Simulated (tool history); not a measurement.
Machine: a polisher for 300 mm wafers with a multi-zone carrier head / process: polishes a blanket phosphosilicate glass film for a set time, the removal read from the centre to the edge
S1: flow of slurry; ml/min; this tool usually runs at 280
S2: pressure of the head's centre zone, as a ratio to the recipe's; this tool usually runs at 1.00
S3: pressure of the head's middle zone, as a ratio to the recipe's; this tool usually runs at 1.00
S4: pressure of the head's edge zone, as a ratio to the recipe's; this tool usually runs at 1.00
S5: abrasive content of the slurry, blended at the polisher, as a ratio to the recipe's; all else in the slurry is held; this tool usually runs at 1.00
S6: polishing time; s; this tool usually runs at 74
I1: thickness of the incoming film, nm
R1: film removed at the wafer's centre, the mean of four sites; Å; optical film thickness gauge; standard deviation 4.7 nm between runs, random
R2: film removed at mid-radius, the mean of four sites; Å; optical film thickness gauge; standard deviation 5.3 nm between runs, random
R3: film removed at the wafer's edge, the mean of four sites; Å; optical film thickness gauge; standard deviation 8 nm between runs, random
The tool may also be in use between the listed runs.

run	hour	S1	S2	S3	S4	S5	S6	I1	R1	R2	R3
1	0.0	280	1.00	1.00	1.00	0.90	74	2084.7	5630	5622	5743
2	47.2	280	1.00	1.00	1.00	1.00	74	2105.7	5921	5897	6091
3	96.8	310	1.00	1.00	1.00	0.90	74	2072.3	5776	5654	5970
# hour 129.8: worn pad replaced by a new one
4	161.5	280	0.94	1.00	0.94	0.85	81	2057.2	5625	5807	5932
5	198.4	235	1.00	1.00	1.00	1.00	74	2120.1	5676	5628	5916
# hour 250.7: centre zone pressure recalibrated
# hour 290.2: edge zone pressure recalibrated
6	407.9	280	1.00	1.00	1.07	1.00	74	2124.3	5791	5690	6115
7	477.5	280	1.00	1.00	1.00	1.00	74	2093.3	5794	5626	5935
8	580.6	335	1.00	0.89	1.00	1.00	74	2087.9	5851	5198	5955
# hour 644.7: carrier head's membrane replaced by a new one
9	669.9	280	1.00	0.94	1.00	1.00	74	2100.4	5697	5305	5876
# hour 724.6: slurry nozzle cleaned
10	752.6	375	1.00	1.00	1.04	1.00	74	2072.4	6311	6100	6330
# hour 803.2: worn pad replaced by a new one
11	803.7	280	0.92	1.00	1.00	1.25	74	2074.2	6133	6666	6844
12	908.9	280	1.00	1.00	1.00	1.15	74	2063.4	6364	6203	6344
# hour 926.7: centre zone pressure recalibrated
13	999.2	280	0.94	1.00	1.05	1.00	74	2100.2	5584	5775	6236
14	1073.4	280	1.10	1.00	1.00	1.00	74	2102.2	6355	5786	5775
15	1124.6	355	1.00	1.00	1.06	1.15	74	2074.7	6356	6319	6481
16	1171.6	280	1.00	1.00	1.00	1.00	61	2078.9	4761	4696	4934
# hour 1184.8: edge zone pressure recalibrated
17	1247.7	280	1.00	1.00	1.00	1.00	74	2098.7	5711	5694	5944
18	1305.4	280	1.00	1.00	1.00	1.00	74	2096.9	5757	5572	5887
# hour 1365.5: carrier head's membrane replaced by a new one
19	1411.5	280	1.00	1.00	1.00	1.20	87	2096.5	7230	7110	7642
# hour 1504.2: worn pad replaced by a new one
20	1506.1	280	1.00	0.96	1.00	0.75	65	2082.4	4272	4075	4301

5 options for the next run, each taken on its own from the tool as it stands now. Forecast them:
A	1506.5	280	1.00	1.00	1.00	1.00	74	2067.0	?	?	?
B	1506.5	280	0.94	1.05	1.00	1.00	59	2067.0	?	?	?
C	1506.5	280	0.96	1.00	1.11	1.00	74	2067.0	?	?	?
D	1506.5	280	0.94	1.00	1.00	1.00	74	2067.0	?	?	?
E	1506.5	280	0.91	1.00	1.00	1.00	95	2067.0	?	?	?

run	R1	R2	R3
A	5769	5561	5856
B	4323	4623	4666
C	5536	5562	6130
D	5420	5563	5856
E	6734	7143	7517
Stripped of hidden state, with their random variation kept, the same runs would have yielded:
run	R1	R2	R3
A	6248	5975	6178
B	4682	4967	4922
C	5996	5975	6468
D	5870	5977	6178
E	7293	7674	7931
